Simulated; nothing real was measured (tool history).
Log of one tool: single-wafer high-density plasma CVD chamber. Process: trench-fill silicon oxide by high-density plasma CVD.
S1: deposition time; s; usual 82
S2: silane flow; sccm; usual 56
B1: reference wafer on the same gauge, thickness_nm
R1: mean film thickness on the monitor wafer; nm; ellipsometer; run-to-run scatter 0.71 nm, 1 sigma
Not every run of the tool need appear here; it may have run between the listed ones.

{"run": 1, "hour": 0.0, "S1": 82, "S2": 56, "B1": 376.594, "R1": 469.462}
{"run": 2, "hour": 21.2, "S1": 82, "S2": 56, "B1": 377.49, "R1": 471.945}
{"run": 3, "hour": 37.1, "S1": 82, "S2": 56, "B1": 377.83, "R1": 471.135}
{"run": 4, "hour": 50.2, "S1": 76, "S2": 63, "B1": 378.431, "R1": 492.22}
{"run": 5, "hour": 101.6, "S1": 76, "S2": 63, "B1": 378.719, "R1": 492.124}
{"run": 6, "hour": 112.4, "S1": 76, "S2": 63, "B1": 378.797, "R1": 491.106}
{"run": 7, "hour": 128.7, "S1": 82, "S2": 59, "B1": 378.669, "R1": 496.537}
{"run": 8, "hour": 138.5, "S1": 82, "S2": 59, "B1": 378.821, "R1": 496.831}
{"run": 9, "hour": 145.2, "S1": 71, "S2": 53, "B1": 378.412, "R1": 387.853}
{"hour": 153.3, "done": "gauge calibrated"}
{"run": 10, "hour": 155.8, "S1": 76, "S2": 63, "B1": 377.512, "R1": 488.705}
{"run": 11, "hour": 163.0, "S1": 82, "S2": 56, "B1": 377.78, "R1": 472.524}
{"hour": 176.5, "done": "silane flow controller replaced"}
{"run": 12, "hour": 181.9, "S1": 82, "S2": 56, "B1": 378.354, "R1": 473.537}
{"run": 13, "hour": 192.0, "S1": 77.1, "S2": 48, "B1": 378.43, "R1": 383.612}
{"run": 14, "hour": 204.5, "S1": 91.9, "S2": 63, "B1": 378.704, "R1": 593.824}
{"run": 15, "hour": 216.7, "S1": 97, "S2": 52, "B1": 378.925, "R1": 520.597}
{"run": 16, "hour": 234.4, "S1": 94, "S2": 59, "B1": 378.898, "R1": 572.582}

Consider 3 possible next runs. They are alternatives, not a sequence: every one starts from the tool as it was left by run 16. What does each give?
{"run": "A", "hour": 234.8, "S1": 82, "S2": 56, "B1": "?", "R1": "?"}
{"run": "B", "hour": 234.8, "S1": 86.5, "S2": 59, "B1": "?", "R1": "?"}
{"run": "C", "hour": 234.8, "S1": 76.3, "S2": 47, "B1": "?", "R1": "?"}

run=A B1=378.758 R1=473.46
run=B B1=378.758 R1=525.296
run=C B1=378.758 R1=372.135
Stripped of hidden state, with their random variation kept, the same runs would have yielded:
run=A R1=470.816
run=B R1=522.362
run=C R1=370.056
